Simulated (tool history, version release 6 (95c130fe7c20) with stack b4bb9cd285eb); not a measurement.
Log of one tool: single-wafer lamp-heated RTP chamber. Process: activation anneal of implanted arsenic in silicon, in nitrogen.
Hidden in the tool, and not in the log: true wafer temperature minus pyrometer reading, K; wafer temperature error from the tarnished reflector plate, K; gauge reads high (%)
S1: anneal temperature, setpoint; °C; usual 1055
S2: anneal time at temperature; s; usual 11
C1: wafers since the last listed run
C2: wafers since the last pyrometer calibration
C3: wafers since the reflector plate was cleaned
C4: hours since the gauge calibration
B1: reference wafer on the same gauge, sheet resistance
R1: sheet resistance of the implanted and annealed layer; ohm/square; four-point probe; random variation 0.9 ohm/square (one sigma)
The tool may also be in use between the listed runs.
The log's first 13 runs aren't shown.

| run | day | S1 | S2 | C1 | C2 | C3 | C4 | B1 | R1 |
|---|---|---|---|---|---|---|---|---|---|
| 14 | 14.642 | 1047 | 11 | 395 | 1004 | 1116 | 449.6 | 667.99 | 597.07 |
| 15 | 16.121 | 1077 | 7 | 433 | 1437 | 1549 | 485.1 | 668.06 | 597.43 |
| 16 | 17.042 | 1076 | 11 | 269 | 1706 | 1819 | 507.2 | 668.07 | 593.49 |
| 17 | 17.604 | 1055 | 9 | 164 | 1871 | 1984 | 520.7 | 667.74 | 599.12 |
| 18 | 18.958 | 1078 | 11 | 396 | 2268 | 2380 | 553.2 | 667.88 | 593 |
|  | 19.467 | pyrometer window cleaned and pyrometer calibrated |
| 19 | 20.192 | 1055 | 11 | 263 | 212 | 2644 | 582.8 | 667.99 | 596.89 |
| 20 | 21.217 | 1046 | 11 | 300 | 512 | 2944 | 607.4 | 668.14 | 598.24 |
| 21 | 21.754 | 1079 | 14 | 157 | 670 | 3101 | 620.3 | 667.91 | 588.4 |
| 22 | 22.833 | 1083 | 11 | 315 | 986 | 3417 | 646.2 | 668.05 | 590.14 |
| 23 | 23.733 | 1073 | 15 | 263 | 1249 | 3681 | 667.8 | 667.97 | 588.41 |
| 24 | 24.317 | 1070 | 9 | 170 | 1420 | 3851 | 681.8 | 667.83 | 595.85 |
| 25 | 25.646 | 1055 | 7 | 389 | 1809 | 4240 | 713.7 | 667.94 | 600.76 |
|  | 26.492 | pyrometer window cleaned and pyrometer calibrated |
| 26 | 26.512 | 1077 | 11 | 156 | 5 | 4397 | 734.5 | 668.02 | 592.19 |
|  | 27.433 | gauge calibrated |
| 27 | 27.733 | 1077 | 7 | 357 | 363 | 4754 | 7.2 | 668.08 | 597.24 |
| 28 | 28.312 | 1073 | 16 | 169 | 533 | 4924 | 21.1 | 667.87 | 587.65 |
| 29 | 28.817 | 1074 | 11 | 147 | 680 | 5071 | 33.2 | 668.02 | 593.69 |
| 30 | 29.396 | 1068 | 11 | 169 | 850 | 5241 | 47.1 | 667.96 | 594.73 |
| 31 | 32.321 | 1069 | 6 | 856 | 1706 | 6097 | 117.3 | 668.02 | 599.54 |
| 32 | 33.692 | 1076 | 14 | 401 | 2107 | 6499 | 150.2 | 668.05 | 588.65 |

The next listed run, before its measurement:
|  | 34.812 | pyrometer window cleaned and pyrometer calibrated |
| 33 | 34.854 | 1055 | 14 | 242 | 12 | 6741 | 178.1 | ? | ? |

Run 33 gave B1 667.95, R1 592.51 ohm/square.
Without the tool's hidden state the same run would have given R1 592.51 ohm/square.

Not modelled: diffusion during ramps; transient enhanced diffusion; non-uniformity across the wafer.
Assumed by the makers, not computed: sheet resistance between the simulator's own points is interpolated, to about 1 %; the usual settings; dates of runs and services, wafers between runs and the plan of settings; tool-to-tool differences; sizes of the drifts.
